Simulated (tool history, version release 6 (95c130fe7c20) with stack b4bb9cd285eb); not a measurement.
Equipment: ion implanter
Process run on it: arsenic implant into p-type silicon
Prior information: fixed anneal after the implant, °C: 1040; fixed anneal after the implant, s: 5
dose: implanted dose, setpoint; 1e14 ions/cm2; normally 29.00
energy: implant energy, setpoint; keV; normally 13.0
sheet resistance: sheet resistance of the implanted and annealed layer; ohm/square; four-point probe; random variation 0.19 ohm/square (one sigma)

run	day	dose	energy	wafers since the last listed run	hours since the last dose calibration	hours since the extraction supply was calibrated	hours since the gauge calibration	read-back reference wafer on the same gauge, sheet resistance	sheet resistance
1	0.000	29.00	13.0	0	1142.3	2797.1	1020.3	101.98	126.18
2	2.908	29.00	13.0	1445	1212.1	2866.9	1090.1	101.99	125.90
3	10.121	29.00	13.0	3583	1385.2	3040.0	1263.2	102.06	126.31
4	12.075	29.00	13.0	970	1432.1	3086.9	1310.1	102.03	125.90
5	14.383	29.00	13.0	1146	1487.5	3142.3	1365.5	102.01	125.78
6	15.812	26.69	13.0	710	1521.8	3176.6	1399.8	101.98	127.39
7	17.900	25.01	15.0	1037	1571.9	3226.7	1449.9	101.97	123.40
8	20.562	29.00	11.0	1322	1635.8	3290.6	1513.8	101.99	131.22
# day 21.396: gauge calibrated
9	22.325	29.00	13.0	875	1678.1	3332.9	22.3	101.99	126.28
10	24.258	29.00	13.0	960	1724.5	3379.3	68.7	101.99	126.15
11	26.804	29.00	9.5	1264	1785.6	3440.4	129.8	102.00	135.06
12	28.504	20.98	9.5	844	1826.4	3481.2	170.6	102.03	140.82
13	35.279	33.48	13.0	3366	1989.0	3643.8	333.2	102.03	123.72
# day 36.008: Faraday cup replaced and dose calibrated
14	38.067	32.65	11.5	1219	49.4	3710.7	400.1	102.03	128.35
15	40.888	20.47	13.0	1401	117.1	3778.4	467.8	101.98	131.54

Expected results for the next run?
16	43.700	29.00	13.0	1397	184.6	3845.9	535.3	?	?

Run 16 measured read-back reference wafer on the same gauge, sheet resistance 102.04, sheet resistance 126.41 ohm/square.
Had the tool carried no hidden state, the very same run would have given sheet resistance 126.41 ohm/square.
